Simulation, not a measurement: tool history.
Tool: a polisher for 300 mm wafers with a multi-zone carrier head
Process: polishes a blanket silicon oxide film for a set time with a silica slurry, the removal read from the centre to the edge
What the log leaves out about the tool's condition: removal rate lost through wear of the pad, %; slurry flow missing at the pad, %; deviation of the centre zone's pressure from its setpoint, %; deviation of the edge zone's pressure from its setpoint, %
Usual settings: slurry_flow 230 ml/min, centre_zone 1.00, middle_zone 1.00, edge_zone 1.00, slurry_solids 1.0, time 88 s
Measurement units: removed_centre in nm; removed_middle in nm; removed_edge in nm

run   hour  slurry_flow  centre_zone  middle_zone  edge_zone  slurry_solids  time  wafers since the last listed run  wafers polished on this pad  hours since the slurry nozzle was cleaned  hours since the centre zone pressure was calibrated  hours since the edge zone pressure was calibrated  hours since the carrier head's membrane was replaced  incoming thickness of the incoming film, nm  removed_centre  removed_middle  removed_edge
  1    0.0          280         1.00         1.00       1.00            1.0   108                                 0                          226                                      575.8                                                952.6                                             1268.9                                                1045.3                                       1113.3           316.3           310.4         308.5
  2   10.5          230         1.00         1.00       1.00            1.1    88                               100                          327                                      586.3                                                963.1                                             1279.4                                                1055.8                                       1119.5           266.1           261.7         261.5
  3   25.5          230         1.00         1.00       1.00            1.1    88                               143                          471                                      601.3                                                978.1                                             1294.4                                                1070.8                                       1108.7           260.7           260.5         263.9
  4   34.3          230         1.00         1.00       1.00            1.1    88                                84                          555                                      610.1                                                986.9                                             1303.2                                                1079.6                                       1119.9           262.0           258.4         261.0
  5   50.8          230         1.00         1.00       1.00            1.0    88                               158                          713                                      626.6                                               1003.4                                             1319.7                                                1096.1                                       1106.2           247.3           244.6         248.3
  6   67.2          290         1.00         1.00       1.00            1.0    88                               157                          871                                      643.0                                               1019.8                                             1336.1                                                1112.5                                       1111.5           255.6           255.9         252.6
      76.9  -- carrier head's membrane replaced by a new one
  7   77.4          230         1.00         1.00       1.00            1.0    88                                49                          921                                      653.2                                               1030.0                                             1346.3                                                   0.5                                       1129.5           246.0           248.9         245.9
      81.6  -- worn pad replaced by a new one
  8   84.7          230         1.00         1.00       1.00            1.0    88                                31                           29                                      660.5                                               1037.3                                             1353.6                                                   7.8                                       1130.4           247.4           240.6         247.6
  9   93.6          230         1.00         1.00       1.00            1.0    88                                85                          114                                      669.4                                               1046.2                                             1362.5                                                  16.7                                       1095.9           245.2           244.4         249.3
 10  105.8          210         0.91         0.95       1.00            1.0    88                               116                          231                                      681.6                                               1058.4                                             1374.7                                                  28.9                                       1123.7           231.0           235.4         241.9
 11  120.6          150         1.00         1.00       1.00            1.3    88                               141                          373                                      696.4                                               1073.2                                             1389.5                                                  43.7                                       1108.1           261.4           263.7         267.7
 12  133.4          230         0.89         1.00       1.06            1.0    75                               122                          496                                      709.2                                               1086.0                                             1402.3                                                  56.5                                       1099.6           194.6           209.5         215.7
     141.9  -- slurry nozzle cleaned
 13  147.3          230         1.05         0.90       1.00            1.1    88                               123                          620                                        5.4                                               1099.9                                             1416.2                                                  70.4                                       1136.3           248.4           226.9         244.6
 14  178.0          270         1.00         1.00       0.89            0.9    88                               294                          914                                       36.1                                               1130.6                                             1446.9                                                 101.1                                       1122.2           217.0           215.8         211.5
     183.0  -- edge zone pressure recalibrated
     190.5  -- worn pad replaced by a new one
 15  194.5          230         1.00         1.00       1.00            1.0    88                               100                           38                                       52.6                                               1147.1                                               11.5                                                 117.6                                       1114.6           224.3           227.3         229.5
 16  204.2          185         1.00         1.00       1.00            1.0    88                                93                          131                                       62.3                                               1156.8                                               21.2                                                 127.3                                       1113.4           213.2           209.9         226.6
     219.0  -- centre zone pressure recalibrated
     219.8  -- slurry nozzle cleaned, repeated, since the last time left the tool worse
 17  220.3          230         0.92         1.04       1.00            1.1    72                               127                          259                                        0.5                                                  1.3                                               37.3                                                 143.4                                       1144.7           208.2           225.9         219.1
 18  230.5          230         1.00         1.00       1.00            1.0    88                                97                          356                                       10.7                                                 11.5                                               47.5                                                 153.6                                       1123.6           254.1           251.8         249.2
 19  240.5          305         1.00         1.00       1.00            1.2   110                                95                          452                                       20.7                                                 21.5                                               57.5                                                 163.6                                       1130.1           371.0           362.1         360.9
 20  257.4          230         0.91         0.94       1.00            1.0    88                               162                          614                                       37.6                                                 38.4                                               74.4                                                 180.5                                       1134.1           241.1           241.7         252.9
 21  274.8          230         1.00         1.00       1.08            1.0    88                               166                          781                                       55.0                                                 55.8                                               91.8                                                 197.9                                       1096.4           256.5           251.9         254.2
 22  290.3          230         1.00         1.00       1.00            1.0    88                               148                          930                                       70.5                                                 71.3                                              107.3                                                 213.4                                       1135.4           259.5           254.2         254.7

Forecast each of these 3 alternatives for the next run:
  A  290.7          230         1.00         1.00       1.00            1.0    88                                 3                          934                                       70.9                                                 71.7                                              107.7                                                 213.8                                       1112.7               ?               ?             ?
  B  290.7          230         1.00         1.10       1.06            1.0    64                                 3                          934                                       70.9                                                 71.7                                              107.7                                                 213.8                                       1112.7               ?               ?             ?
  C  290.7          230         1.00         0.95       1.00            1.0    88                                 3                          934                                       70.9                                                 71.7                                              107.7                                                 213.8                                       1112.7               ?               ?             ?

run  removed_centre  removed_middle  removed_edge
  A           255.4           253.7         248.0
  B           185.9           199.1         183.8
  C           255.3           243.6         248.1
Stripped of hidden state, with their random variation kept, the same runs would have yielded:
run  removed_centre  removed_middle  removed_edge
  A           256.8           255.0         248.9
  B           186.9           200.1         184.5
  C           256.7           244.9         249.1

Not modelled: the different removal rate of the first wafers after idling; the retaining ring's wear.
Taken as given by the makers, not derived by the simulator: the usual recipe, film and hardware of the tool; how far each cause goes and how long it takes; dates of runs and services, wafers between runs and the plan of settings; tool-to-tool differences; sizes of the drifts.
